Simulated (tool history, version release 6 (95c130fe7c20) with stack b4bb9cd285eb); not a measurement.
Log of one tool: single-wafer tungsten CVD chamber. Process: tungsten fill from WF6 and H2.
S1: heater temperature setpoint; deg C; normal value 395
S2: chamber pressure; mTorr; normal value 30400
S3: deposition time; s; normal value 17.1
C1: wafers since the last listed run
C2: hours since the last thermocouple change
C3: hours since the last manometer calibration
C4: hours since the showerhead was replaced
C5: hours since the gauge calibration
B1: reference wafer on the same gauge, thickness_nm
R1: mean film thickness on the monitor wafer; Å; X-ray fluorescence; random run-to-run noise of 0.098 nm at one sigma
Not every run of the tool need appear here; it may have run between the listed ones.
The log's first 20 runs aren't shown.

{"hour": 242.1, "done": "thermocouple changed; heater temperature recalibrated"}
{"run": 21, "hour": 243.7, "S1": 395, "S2": 30400, "S3": 17.1, "C1": 187, "C2": 1.6, "C3": 31.7, "C4": 95.1, "C5": 196.3, "B1": 47.067, "R1": 469.62}
{"run": 22, "hour": 257.0, "S1": 395, "S2": 35100, "S3": 17.1, "C1": 469, "C2": 14.9, "C3": 45.0, "C4": 108.4, "C5": 209.6, "B1": 47.097, "R1": 505.44}
{"hour": 264.0, "done": "gauge calibrated"}
{"run": 23, "hour": 270.4, "S1": 380, "S2": 30400, "S3": 15.3, "C1": 473, "C2": 28.3, "C3": 58.4, "C4": 121.8, "C5": 6.4, "B1": 47.066, "R1": 301.33}
{"run": 24, "hour": 285.3, "S1": 405, "S2": 27500, "S3": 18.8, "C1": 526, "C2": 43.2, "C3": 73.3, "C4": 136.7, "C5": 21.3, "B1": 47.121, "R1": 608.85}
{"run": 25, "hour": 293.1, "S1": 406, "S2": 33000, "S3": 15.5, "C1": 275, "C2": 51.0, "C3": 81.1, "C4": 144.5, "C5": 29.1, "B1": 47.119, "R1": 556.67}
{"run": 26, "hour": 306.8, "S1": 395, "S2": 30400, "S3": 17.1, "C1": 483, "C2": 64.7, "C3": 94.8, "C4": 158.2, "C5": 42.8, "B1": 47.08, "R1": 473.71}
{"run": 27, "hour": 317.7, "S1": 395, "S2": 30400, "S3": 17.1, "C1": 384, "C2": 75.6, "C3": 105.7, "C4": 169.1, "C5": 53.7, "B1": 47.107, "R1": 472.66}
{"run": 28, "hour": 331.1, "S1": 409, "S2": 30400, "S3": 20.3, "C1": 473, "C2": 89.0, "C3": 119.1, "C4": 182.5, "C5": 67.1, "B1": 47.087, "R1": 748.18}
{"run": 29, "hour": 342.7, "S1": 389, "S2": 30400, "S3": 13.8, "C1": 409, "C2": 100.6, "C3": 130.7, "C4": 194.1, "C5": 78.7, "B1": 47.107, "R1": 335.47}
{"run": 30, "hour": 350.2, "S1": 395, "S2": 26500, "S3": 17.1, "C1": 264, "C2": 108.1, "C3": 138.2, "C4": 201.6, "C5": 86.2, "B1": 47.129, "R1": 443.3}
{"run": 31, "hour": 356.5, "S1": 395, "S2": 30400, "S3": 15.2, "C1": 222, "C2": 114.4, "C3": 144.5, "C4": 207.9, "C5": 92.5, "B1": 47.105, "R1": 421.89}
{"run": 32, "hour": 365.4, "S1": 386, "S2": 27800, "S3": 14.5, "C1": 314, "C2": 123.3, "C3": 153.4, "C4": 216.8, "C5": 101.4, "B1": 47.096, "R1": 316.36}
{"run": 33, "hour": 375.8, "S1": 395, "S2": 30400, "S3": 17.1, "C1": 367, "C2": 133.7, "C3": 163.8, "C4": 227.2, "C5": 111.8, "B1": 47.133, "R1": 475.6}
{"run": 34, "hour": 387.6, "S1": 395, "S2": 30400, "S3": 17.1, "C1": 416, "C2": 145.5, "C3": 175.6, "C4": 239.0, "C5": 123.6, "B1": 47.124, "R1": 475.58}

Each row is a separate what-if for the run after 34, all from the same tool condition, not one after another. Results?
{"run": "A", "hour": 388.0, "S1": 395, "S2": 22900, "S3": 17.1, "C1": 14, "C2": 145.9, "C3": 176.0, "C4": 239.4, "C5": 124.0, "B1": "?", "R1": "?"}
{"run": "B", "hour": 388.0, "S1": 409, "S2": 34900, "S3": 17.1, "C1": 14, "C2": 145.9, "C3": 176.0, "C4": 239.4, "C5": 124.0, "B1": "?", "R1": "?"}
{"run": "C", "hour": 388.0, "S1": 401, "S2": 25400, "S3": 20.3, "C1": 14, "C2": 145.9, "C3": 176.0, "C4": 239.4, "C5": 124.0, "B1": "?", "R1": "?"}
{"run": "D", "hour": 388.0, "S1": 409, "S2": 27500, "S3": 15.5, "C1": 14, "C2": 145.9, "C3": 176.0, "C4": 239.4, "C5": 124.0, "B1": "?", "R1": "?"}

run=A B1=47.088 R1=415.73
run=B B1=47.088 R1=677.71
run=C B1=47.088 R1=589.36
run=D B1=47.088 R1=547.46
With no hidden state in the tool, these same runs would have given:
run=A R1=405.75
run=B R1=662.31
run=C R1=575.53
run=D R1=534.86

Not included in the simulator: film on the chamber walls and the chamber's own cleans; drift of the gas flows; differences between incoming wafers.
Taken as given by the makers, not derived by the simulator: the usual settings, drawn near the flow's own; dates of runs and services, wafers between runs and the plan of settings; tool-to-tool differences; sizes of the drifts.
